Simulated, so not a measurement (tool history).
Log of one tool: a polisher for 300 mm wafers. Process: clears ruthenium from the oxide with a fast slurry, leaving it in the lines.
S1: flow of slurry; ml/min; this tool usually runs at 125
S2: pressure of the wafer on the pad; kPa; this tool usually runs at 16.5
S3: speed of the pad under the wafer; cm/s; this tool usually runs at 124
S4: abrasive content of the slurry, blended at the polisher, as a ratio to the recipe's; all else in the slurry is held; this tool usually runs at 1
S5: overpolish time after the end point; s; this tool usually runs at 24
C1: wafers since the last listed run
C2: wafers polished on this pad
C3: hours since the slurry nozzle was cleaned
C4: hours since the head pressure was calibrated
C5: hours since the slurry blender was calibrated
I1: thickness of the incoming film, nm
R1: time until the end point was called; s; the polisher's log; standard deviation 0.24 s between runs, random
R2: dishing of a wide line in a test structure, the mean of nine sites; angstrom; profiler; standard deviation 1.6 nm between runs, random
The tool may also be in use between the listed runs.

{"run": 1, "day": 0.0, "S1": 125, "S2": 16.5, "S3": 124, "S4": 1, "S5": 24, "C1": 0, "C2": 612, "C3": 137.9, "C4": 912.6, "C5": 29.2, "I1": 140.2, "R1": 30.1, "R2": 720}
{"run": 2, "day": 1.712, "S1": 125, "S2": 16.5, "S3": 124, "S4": 1, "S5": 24, "C1": 294, "C2": 906, "C3": 179, "C4": 953.7, "C5": 70.3, "I1": 142.6, "R1": 30.6, "R2": 684}
{"day": 2.075, "done": "worn pad replaced by a new one"}
{"run": 3, "day": 3.508, "S1": 125, "S2": 16.5, "S3": 124, "S4": 1, "S5": 24, "C1": 279, "C2": 246, "C3": 222.1, "C4": 996.8, "C5": 113.4, "I1": 139.6, "R1": 29, "R2": 725}
{"run": 4, "day": 4.758, "S1": 125, "S2": 16.5, "S3": 124, "S4": 1, "S5": 24, "C1": 214, "C2": 461, "C3": 252.1, "C4": 1026.8, "C5": 143.4, "I1": 140.3, "R1": 29.9, "R2": 703}
{"day": 5.796, "done": "slurry blender recalibrated"}
{"run": 5, "day": 7.692, "S1": 125, "S2": 16.5, "S3": 124, "S4": 1, "S5": 24, "C1": 489, "C2": 951, "C3": 322.5, "C4": 1097.2, "C5": 45.5, "I1": 140, "R1": 30.1, "R2": 691}
{"day": 8.529, "done": "worn pad replaced by a new one"}
{"run": 6, "day": 9.029, "S1": 125, "S2": 16.5, "S3": 124, "S4": 1, "S5": 24, "C1": 201, "C2": 86, "C3": 354.6, "C4": 1129.3, "C5": 77.6, "I1": 139.6, "R1": 29.3, "R2": 719}
{"day": 11.571, "done": "slurry blender recalibrated"}
{"run": 7, "day": 11.896, "S1": 125, "S2": 16.5, "S3": 158, "S4": 1, "S5": 24, "C1": 478, "C2": 564, "C3": 423.4, "C4": 1198.1, "C5": 7.8, "I1": 140.2, "R1": 23.8, "R2": 820}
{"run": 8, "day": 14.658, "S1": 125, "S2": 16.5, "S3": 124, "S4": 1, "S5": 24, "C1": 474, "C2": 1039, "C3": 489.7, "C4": 1264.4, "C5": 74.1, "I1": 139.5, "R1": 29.8, "R2": 714}
{"day": 14.892, "done": "worn pad replaced by a new one"}
{"run": 9, "day": 16.925, "S1": 145, "S2": 18.6, "S3": 124, "S4": 1.1, "S5": 24, "C1": 360, "C2": 349, "C3": 544.1, "C4": 1318.8, "C5": 128.5, "I1": 141.6, "R1": 25.3, "R2": 809}
{"day": 17.608, "done": "slurry blender recalibrated"}
{"run": 10, "day": 17.946, "S1": 125, "S2": 17.9, "S3": 102, "S4": 1.25, "S5": 33, "C1": 161, "C2": 510, "C3": 568.6, "C4": 1343.3, "C5": 8.1, "I1": 139.7, "R1": 30.1, "R2": 848}
{"run": 11, "day": 20.417, "S1": 165, "S2": 19.3, "S3": 124, "S4": 1, "S5": 24, "C1": 424, "C2": 934, "C3": 627.9, "C4": 1402.6, "C5": 67.4, "I1": 141.2, "R1": 25, "R2": 789}
{"day": 21.488, "done": "worn pad replaced by a new one"}
{"day": 23.104, "done": "head pressure recalibrated"}
{"day": 23.279, "done": "slurry blender recalibrated"}
{"run": 12, "day": 23.329, "S1": 125, "S2": 16.5, "S3": 124, "S4": 1, "S5": 24, "C1": 443, "C2": 287, "C3": 697.8, "C4": 5.4, "C5": 1.2, "I1": 141.8, "R1": 29.7, "R2": 737}
{"run": 13, "day": 25.238, "S1": 125, "S2": 16.5, "S3": 124, "S4": 1, "S5": 24, "C1": 327, "C2": 615, "C3": 743.6, "C4": 51.2, "C5": 47, "I1": 138.7, "R1": 30, "R2": 698}
{"day": 25.504, "done": "slurry nozzle cleaned"}
{"run": 14, "day": 27.483, "S1": 125, "S2": 16.5, "S3": 92, "S4": 1, "S5": 24, "C1": 378, "C2": 994, "C3": 47.5, "C4": 105.1, "C5": 100.9, "I1": 140.5, "R1": 40.9, "R2": 563}
{"day": 28.467, "done": "worn pad replaced by a new one"}
{"day": 28.788, "done": "slurry blender recalibrated"}
{"run": 15, "day": 29.325, "S1": 150, "S2": 12.4, "S3": 124, "S4": 0.75, "S5": 18, "C1": 273, "C2": 133, "C3": 91.7, "C4": 149.3, "C5": 12.9, "I1": 139.8, "R1": 44, "R2": 421}
{"run": 16, "day": 30.412, "S1": 125, "S2": 11, "S3": 124, "S4": 0.9, "S5": 17, "C1": 186, "C2": 320, "C3": 117.8, "C4": 175.4, "C5": 39, "I1": 140.6, "R1": 46.7, "R2": 384}
{"run": 17, "day": 32.242, "S1": 125, "S2": 16.5, "S3": 124, "S4": 1, "S5": 24, "C1": 314, "C2": 634, "C3": 161.7, "C4": 219.3, "C5": 82.9, "I1": 140.5, "R1": 30.1, "R2": 694}

Run-by-run hidden state of the tool:
slurry flow missing at the pad, %: 0, the same for each run
deviation of the head's pressure from its setpoint, %: 0, the same for each run
abrasive missing from the slurry, %: 0, the same for each run
H1: removal rate lost through wear of the pad, %
run=1 H1=4.38
run=2 H1=4.88
run=3 H1=2.87
run=4 H1=3.99
run=5 H1=5.04
run=6 H1=1.48
run=7 H1=4.36
run=8 H1=5.1
run=9 H1=3.44
run=10 H1=4.17
run=11 H1=4.98
run=12 H1=3.32
run=13 H1=4.55
run=14 H1=5.11
run=15 H1=2.48
run=16 H1=3.8
run=17 H1=4.94
